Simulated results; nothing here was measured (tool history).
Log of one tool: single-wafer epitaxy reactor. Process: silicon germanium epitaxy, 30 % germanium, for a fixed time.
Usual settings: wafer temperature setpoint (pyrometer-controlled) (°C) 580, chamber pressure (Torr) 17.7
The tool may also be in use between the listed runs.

| run | day | wafer temperature setpoint (pyrometer-controlled) (°C) | chamber pressure (Torr) | read-back reference wafer on the same gauge, thickness_nm | mean film thickness on the monitor wafer (angstrom) |
|---|---|---|---|---|---|
| 1 | 0.000 | 580 | 17.7 | 41.582 | 428.27 |
| 2 | 0.525 | 580 | 17.7 | 41.622 | 429.10 |
| 3 | 1.275 | 587 | 17.7 | 41.611 | 497.91 |
| 4 | 1.579 | 583 | 17.7 | 41.593 | 456.11 |
| 5 | 2.029 | 583 | 17.7 | 41.606 | 456.00 |
| 6 | 2.454 | 583 | 17.7 | 41.586 | 456.74 |
| 7 | 2.746 | 580 | 17.7 | 41.610 | 428.11 |
| 8 | 3.429 | 580 | 17.7 | 41.609 | 427.78 |
| 9 | 3.879 | 580 | 14.6 | 41.601 | 407.44 |
| 10 | 4.171 | 580 | 14.6 | 41.581 | 407.09 |
| 11 | 4.608 | 592 | 14.8 | 41.577 | 526.49 |
|  | 4.633 | gauge calibrated |
| 12 | 5.029 | 576 | 17.7 | 41.609 | 392.45 |
|  | 5.571 | showerhead replaced |
| 13 | 5.592 | 580 | 17.7 | 41.606 | 429.31 |
| 14 | 5.650 | 571 | 19.3 | 41.579 | 361.00 |
|  | 6.567 | capacitance manometer re-zeroed and calibrated |
|  | 6.783 | pyrometer calibrated |
| 15 | 6.804 | 587 | 13.8 | 41.614 | 397.78 |
| 16 | 6.817 | 580 | 19.1 | 41.601 | 373.59 |
| 17 | 7.233 | 595 | 15.4 | 41.612 | 487.09 |
| 18 | 7.638 | 580 | 17.7 | 41.583 | 366.10 |
| 19 | 8.129 | 580 | 20.1 | 41.585 | 382.54 |
| 20 | 8.817 | 580 | 17.7 | 41.603 | 368.73 |

What the log doesn't show, run by run:
true pressure above the setpoint (%): 0 in every run
gauge reads high (%): 0 in every run
H1: wafer temperature above the value expected at the setpoint (K)
| run | H1 |
|---|---|
| 1 | 6.52 |
| 2 | 6.53 |
| 3 | 6.53 |
| 4 | 6.54 |
| 5 | 6.54 |
| 6 | 6.54 |
| 7 | 6.55 |
| 8 | 6.55 |
| 9 | 6.56 |
| 10 | 6.56 |
| 11 | 6.57 |
| 12 | 6.57 |
| 13 | 6.57 |
| 14 | 6.57 |
| 15 | -0.763 |
| 16 | -0.761 |
| 17 | -0.693 |
| 18 | -0.628 |
| 19 | -0.55 |
| 20 | -0.443 |
